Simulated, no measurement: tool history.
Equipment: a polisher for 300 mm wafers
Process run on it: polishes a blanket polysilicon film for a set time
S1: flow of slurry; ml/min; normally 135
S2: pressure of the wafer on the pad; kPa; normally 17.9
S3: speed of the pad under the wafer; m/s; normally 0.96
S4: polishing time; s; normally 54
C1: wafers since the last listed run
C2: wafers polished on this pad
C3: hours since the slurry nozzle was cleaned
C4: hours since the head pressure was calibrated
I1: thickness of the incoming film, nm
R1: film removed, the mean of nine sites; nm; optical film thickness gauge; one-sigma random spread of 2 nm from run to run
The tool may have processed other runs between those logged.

run	hour	S1	S2	S3	S4	C1	C2	C3	C4	I1	R1
1	0	135	17.9	0.96	54	0	1781	41.5	323.3	1464.6	318.5
2	48.9	135	17.9	0.96	54	646	2427	90.4	372.2	1483.5	315.6
3	78.8	135	13.8	0.96	54	395	2822	120.3	402.1	1443	250.4
4	143.1	135	13.8	0.96	54	849	3672	184.6	466.4	1463.7	247.8
5	174.1	135	17.9	0.96	54	409	4082	215.6	497.4	1435.7	313.9
6	239.1	135	17.9	0.96	54	859	4941	280.6	562.4	1448.4	306.8
# hour 258.8: worn pad replaced by a new one
# hour 270.4: head pressure recalibrated
7	290.3	135	15.9	0.96	54	597	389	331.8	19.9	1482.8	273.9
# hour 304.6: slurry nozzle cleaned
8	338	135	15.9	0.96	54	617	1006	33.4	67.6	1469.4	259.1
9	369	135	15.9	0.96	54	409	1416	64.4	98.6	1457.2	250.9
10	433.9	135	17.9	0.96	54	857	2274	129.3	163.5	1448.1	273.7
11	478.1	135	17.9	0.96	54	584	2858	173.5	207.7	1471.4	264.6
12	519	135	20	0.96	54	540	3398	214.4	248.6	1473.3	289.5
13	555.6	135	20	0.96	54	483	3882	251	285.2	1433	286.7
# hour 587.7: worn pad replaced by a new one
14	614.1	135	20	0.96	54	720	349	309.5	343.7	1456.3	285.9
# hour 748.4: slurry nozzle cleaned, repeated, since the last time left the tool worse
15	764.2	135	17.9	0.96	54	1970	2319	15.8	493.8	1480.5	320.6
16	803.2	135	17.9	0.96	54	515	2835	54.8	532.8	1476.5	320.6
# hour 831.3: head pressure recalibrated
17	866	135	17.9	0.96	54	803	3638	117.6	34.7	1489.6	315.2
18	904.5	135	17.9	0.96	54	508	4147	156.1	73.2	1477.7	312.3
# hour 911.6: worn pad replaced by a new one
19	985	155	15.2	0.96	72	1011	970	236.6	153.7	1448.1	370
20	1055	115	13.1	0.72	69	925	1895	306.6	223.7	1463.9	214
# hour 1084.3: slurry nozzle cleaned
21	1102.1	135	17.9	0.96	54	609	2504	17.8	270.8	1455.4	322.2
22	1170.8	120	15.2	0.96	54	907	3412	86.5	339.5	1468.5	264.2
23	1223.7	135	17.9	0.96	54	699	4111	139.4	392.4	1488.6	310
24	1279.4	135	17.9	0.96	54	736	4847	195.1	448.1	1443.8	308.1
25	1327.1	155	17.9	1.28	54	630	5478	242.8	495.8	1478.8	420.3
# hour 1337.7: worn pad replaced by a new one
26	1376.4	135	17.9	0.72	48	598	510	292.1	545.1	1480.9	207.5
# hour 1422.7: head pressure recalibrated
# hour 1425.8: slurry nozzle cleaned
27	1433.9	120	17.9	0.78	54	720	1231	8.1	11.2	1439.9	254.2
28	1488.7	135	17.9	0.96	54	724	1955	62.9	66	1468.2	317.2
29	1518.7	135	17.9	0.76	54	396	2351	92.9	96	1471.4	252.1
30	1580.4	110	20.7	0.74	54	815	3167	154.6	157.7	1449.1	259
31	1624.8	135	17.9	0.96	66	586	3754	199	202.1	1439	382.6
32	1684.3	155	17.9	0.84	54	786	4540	258.5	261.6	1456.6	281.9
33	1723.4	135	17.9	0.96	54	516	5057	297.6	300.7	1491.7	307.2
34	1761.1	135	17.9	0.96	54	498	5555	335.3	338.4	1483.1	305.9
# hour 1766.3: worn pad replaced by a new one
35	1798.5	135	13.1	0.96	72	441	425	372.7	375.8	1457.4	311.4
# hour 1818.1: slurry nozzle cleaned
36	1832.8	135	17.9	0.76	54	440	865	14.7	410.1	1463	256.1
37	1892	135	17.9	0.96	64	782	1648	73.9	469.3	1459.8	371

Consider 3 possible next runs. They are alternatives, not a sequence: every one starts from the tool as it was left by run 37. What does each give?
A	1892.4	135	11.7	0.96	54	5	1653	74.3	469.7	1461.5	?
B	1892.4	170	17.9	0.96	54	5	1653	74.3	469.7	1461.5	?
C	1892.4	125	23.4	0.84	37	5	1653	74.3	469.7	1461.5	?

run	R1
A	218.2
B	332
C	237.1
What these runs would have given with no unlogged condition in the tool:
run	R1
A	224.5
B	339.5
C	244.5
